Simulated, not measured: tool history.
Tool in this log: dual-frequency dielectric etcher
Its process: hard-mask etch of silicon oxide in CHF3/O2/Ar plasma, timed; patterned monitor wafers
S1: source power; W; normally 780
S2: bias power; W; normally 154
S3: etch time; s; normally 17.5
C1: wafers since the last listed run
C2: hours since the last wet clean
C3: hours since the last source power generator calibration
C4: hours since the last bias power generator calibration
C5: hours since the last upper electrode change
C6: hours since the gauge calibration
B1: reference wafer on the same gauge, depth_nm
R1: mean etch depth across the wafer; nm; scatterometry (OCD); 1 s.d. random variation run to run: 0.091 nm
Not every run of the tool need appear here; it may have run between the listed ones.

Run 1, hour 0: usual settings but S1 650 W; C1 0; C2 481.1; C3 1926.1; C4 1517.7; C5 5269.1; C6 244.4; B1 33.47. Result: R1 30.24 nm.
Run 2, hour 25.1: usual settings but S1 650 W; C1 363; C2 506.2; C3 1951.2; C4 1542.8; C5 5294.2; C6 269.5; B1 33.47. Result: R1 30.32 nm.
At hour 56.5: wet clean of the chamber.
Run 3, hour 77.5: usual settings but S2 183 W; C1 411; C2 21; C3 2003.6; C4 1595.2; C5 5346.6; C6 321.9; B1 33.5. Result: R1 35.87 nm.
Run 4, hour 125.9: usual settings but S2 183 W; C1 700; C2 69.4; C3 2052; C4 1643.6; C5 5395; C6 370.3; B1 33.51. Result: R1 35.8 nm.
Run 5, hour 157.8: usual settings; C1 461; C2 101.3; C3 2083.9; C4 1675.5; C5 5426.9; C6 402.2; B1 33.49. Result: R1 34.18 nm.
Run 6, hour 217.6: usual settings but S1 870 W, S2 137 W; C1 866; C2 161.1; C3 2143.7; C4 1735.3; C5 5486.7; C6 462; B1 33.48. Result: R1 35.73 nm.
Run 7, hour 249.1: usual settings but S1 870 W, S2 137 W; C1 456; C2 192.6; C3 2175.2; C4 1766.8; C5 5518.2; C6 493.5; B1 33.46. Result: R1 35.48 nm.
Run 8, hour 292.2: usual settings but S1 850 W; C1 624; C2 235.7; C3 2218.3; C4 1809.9; C5 5561.3; C6 536.6; B1 33.53. Result: R1 35.97 nm.
Run 9, hour 353.6: usual settings but S1 850 W; C1 889; C2 297.1; C3 2279.7; C4 1871.3; C5 5622.7; C6 598; B1 33.51. Result: R1 36.23 nm.
At hour 403.4: source power generator calibrated.
Run 10, hour 422.9: usual settings but S3 15.5 s; C1 945; C2 366.4; C3 19.5; C4 1940.6; C5 5692; C6 667.3; B1 33.46. Result: R1 30.24 nm.
At hour 484.2: wet clean of the chamber.
Run 11, hour 486.6: usual settings but S1 920 W, S3 22.5 s; C1 574; C2 2.4; C3 83.2; C4 2004.3; C5 5755.7; C6 731; B1 33.5. Result: R1 48.35 nm.
Run 12, hour 522.2: usual settings; C1 515; C2 38; C3 118.8; C4 2039.9; C5 5791.3; C6 766.6; B1 33.52. Result: R1 34.3 nm.

Run 13 comes next. What will it give?
At hour 688.6: gauge calibrated.
At hour 726.8: upper electrode replaced.
Run 13, hour 727.3: usual settings but S3 21 s; C1 2622; C2 243.1; C3 323.9; C4 2245; C5 0.5; C6 38.7; B1 ?. Result: R1 ?.

B1: 33.49
R1: 41 nm
With the hidden condition absent and the run-to-run variation left alone, this run would have shown R1 41 nm.

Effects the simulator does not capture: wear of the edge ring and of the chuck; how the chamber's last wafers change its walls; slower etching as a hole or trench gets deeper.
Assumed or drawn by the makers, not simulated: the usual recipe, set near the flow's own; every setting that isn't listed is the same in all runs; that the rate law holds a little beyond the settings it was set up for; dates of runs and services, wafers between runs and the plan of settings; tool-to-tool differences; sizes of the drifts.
